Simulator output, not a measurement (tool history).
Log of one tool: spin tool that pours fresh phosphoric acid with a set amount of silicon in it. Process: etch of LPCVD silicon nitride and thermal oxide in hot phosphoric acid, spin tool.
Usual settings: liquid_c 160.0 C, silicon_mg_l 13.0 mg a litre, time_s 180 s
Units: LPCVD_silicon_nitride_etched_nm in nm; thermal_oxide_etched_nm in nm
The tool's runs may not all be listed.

run	hour	liquid_c	silicon_mg_l	time_s	read-back film thickness of the LPCVD silicon nitride reference wafer, read on the same gauge (nm)	read-back film thickness of the thermal oxide reference wafer, read on the same gauge (nm)	LPCVD_silicon_nitride_etched_nm	thermal_oxide_etched_nm
1	0.0	160.0	13.0	180	119.97	40.024	12.97	0.284
2	60.0	160.0	13.0	180	120.00	40.054	12.98	0.283
3	108.1	160.0	13.0	180	120.00	39.963	12.80	0.245
4	166.6	160.0	13.0	180	119.99	39.999	12.62	0.242
5	197.4	160.0	13.0	180	120.02	40.026	12.80	0.252
6	229.7	161.0	13.0	220	120.01	39.994	16.06	0.296
7	277.3	161.0	13.0	220	119.99	40.043	15.93	0.373
8	338.0	161.0	13.0	220	119.99	40.007	15.84	0.354
9	392.9	160.0	13.0	180	119.99	40.013	12.58	0.272
10	447.7	160.0	13.0	180	120.00	40.027	12.45	0.246
# hour 469.6: heated supply line repaired
# hour 492.0: dissolved silicon flow meter replaced
11	498.6	158.0	9.5	100	120.00	40.019	7.37	0.156
12	538.3	158.5	13.0	245	120.00	39.997	18.19	0.370
# hour 551.1: gauge calibrated
13	575.9	160.0	13.0	270	120.01	40.021	21.06	0.422
14	647.5	163.0	22.5	180	119.99	40.020	15.67	0.335
15	686.8	160.0	13.0	180	120.02	39.985	13.94	0.368
16	765.0	159.0	23.0	240	119.99	39.984	17.83	0.315
# hour 892.1: thermometer replaced
17	954.3	162.5	7.5	70	120.02	39.982	6.08	0.176
18	979.3	157.5	13.0	240	120.01	39.997	17.86	0.396
19	1048.3	161.0	13.0	220	119.99	39.990	18.19	0.533
20	1085.0	158.0	2.5	180	120.02	39.984	13.50	0.347
21	1135.5	157.5	23.0	75	120.00	39.988	5.50	0.084
22	1167.0	160.0	4.0	180	119.99	40.015	14.41	0.351
23	1207.9	160.0	13.0	180	120.01	40.014	14.21	0.368

3 ways to go on from here, each from the tool as it stands after run 23. What would each give?
A	1208.4	160.0	13.0	180	?	?	?	?
B	1208.4	160.0	17.5	180	?	?	?	?
C	1208.4	163.0	6.0	75	?	?	?	?

run	read-back film thickness of the LPCVD silicon nitride reference wafer, read on the same gauge (nm)	read-back film thickness of the thermal oxide reference wafer, read on the same gauge (nm)	LPCVD_silicon_nitride_etched_nm	thermal_oxide_etched_nm
A	120.00	39.987	14.34	0.386
B	120.00	39.987	14.34	0.344
C	120.00	39.987	6.61	0.234
Without the tool's hidden state the same runs would have given:
run	LPCVD_silicon_nitride_etched_nm	thermal_oxide_etched_nm
A	15.41	0.452
B	15.41	0.404
C	7.10	0.274
